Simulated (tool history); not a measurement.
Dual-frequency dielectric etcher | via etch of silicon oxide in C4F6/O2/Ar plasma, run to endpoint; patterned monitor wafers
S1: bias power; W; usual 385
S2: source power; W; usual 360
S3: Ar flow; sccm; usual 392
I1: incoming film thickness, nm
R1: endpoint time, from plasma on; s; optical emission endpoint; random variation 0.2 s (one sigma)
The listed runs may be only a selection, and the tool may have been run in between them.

run	day	S1	S2	S3	I1	R1
1	0	385	360	420	132.8	35.6
2	0.725	362	360	392	134.6	36.5
3	1.096	385	360	392	134.3	35.5
4	1.7	385	360	392	133.7	35.2
# day 2.925: upper electrode replaced
5	2.946	385	360	392	133.8	35.9
6	2.958	385	410	464	133.2	33.7
7	3.192	385	410	464	133	33.8
# day 3.788: bias power generator calibrated
# day 4.2: wet clean of the chamber
8	4.221	385	360	457	134.8	36.7
9	4.354	385	360	457	134.3	36.1
10	4.821	385	360	356	135.1	35.7
11	5.338	385	360	392	133.8	35.3
12	6.583	324	270	302	135	43.1
13	8.725	385	360	321	134.9	35
14	9.138	385	360	392	134.2	35.6
# day 9.612: source power generator calibrated
15	9.65	385	360	441	134.4	36.2
16	10.138	340	280	300	133.9	41.2
# day 11.688: Ar flow controller replaced
17	11.804	385	360	458	133.4	36.3
18	12.258	385	360	392	134.7	35.6
19	12.729	468	410	476	134.6	31.8
20	13.162	385	440	426	134.7	32.9
21	13.908	385	360	436	135.4	36.4

What will run 22 give?
22	14.55	325	330	364	134.1	?

R1: 39.6 s
With the hidden condition absent and the run-to-run variation left alone, this run would have shown R1 39.6 s.
